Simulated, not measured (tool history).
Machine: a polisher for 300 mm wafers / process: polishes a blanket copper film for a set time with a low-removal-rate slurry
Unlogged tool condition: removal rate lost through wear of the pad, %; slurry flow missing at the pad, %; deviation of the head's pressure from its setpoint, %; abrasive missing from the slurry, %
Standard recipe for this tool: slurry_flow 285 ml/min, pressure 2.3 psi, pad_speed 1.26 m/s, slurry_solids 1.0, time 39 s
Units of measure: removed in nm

run,hour,slurry_flow,pressure,pad_speed,slurry_solids,time,wafers since the last listed run,wafers polished on this pad,hours since the slurry nozzle was cleaned,hours since the head pressure was calibrated,hours since the slurry blender was calibrated,"incoming thickness of the incoming film, nm",removed
1,0.0,285,2.3,1.26,1.0,39,0,376,263.0,671.0,178.4,1104.5,114.5
2,60.7,285,2.3,1.26,1.0,39,646,1022,323.7,731.7,239.1,1099.9,112.0
3,134.8,285,2.3,1.26,1.0,39,789,1811,397.8,805.8,313.2,1099.9,112.9
4,220.1,285,2.3,1.26,1.0,39,908,2720,483.1,891.1,398.5,1101.3,110.4
# hour 281.8: worn pad replaced by a new one
5,298.1,285,2.3,1.38,1.0,44,788,173,561.1,969.1,476.5,1111.6,132.9
# hour 302.7: slurry blender recalibrated
6,373.5,285,2.3,1.38,1.0,44,781,954,636.5,1044.5,70.8,1085.9,140.3
7,475.9,285,2.3,1.38,1.0,44,1090,2045,738.9,1146.9,173.2,1107.0,139.6
# hour 545.1: slurry nozzle cleaned
8,567.2,285,2.3,1.26,1.0,39,961,3007,22.1,1238.2,264.5,1101.7,113.7
# hour 589.0: worn pad replaced by a new one
# hour 607.3: head pressure recalibrated
9,607.8,285,2.3,1.26,1.0,39,368,179,62.7,0.5,305.1,1115.6,111.9
10,715.9,285,2.3,1.26,1.0,39,1151,1330,170.8,108.6,413.2,1112.3,110.4
11,765.5,285,2.3,1.26,1.0,39,528,1858,220.4,158.2,462.8,1085.0,109.5
# hour 816.1: slurry blender recalibrated
12,862.2,335,1.6,1.48,1.0,27,1008,2867,317.1,254.9,46.1,1114.7,64.6
13,920.1,380,2.9,1.26,1.2,33,616,3483,375.0,312.8,104.0,1116.6,128.4
# hour 961.6: worn pad replaced by a new one
14,968.9,285,1.8,1.26,1.0,39,477,77,423.8,361.6,152.8,1115.7,90.2
15,1058.4,285,2.3,1.26,1.0,39,953,1030,513.3,451.1,242.3,1097.3,113.4

The next listed run, before its measurement:
16,1104.1,285,2.3,1.26,1.0,33,486,1517,559.0,496.8,288.0,1111.6,?

Run 16 came out at removed 96.4 nm.
On a tool with no hidden condition, and with the same random variation, this run would have come out at removed 98.5 nm.
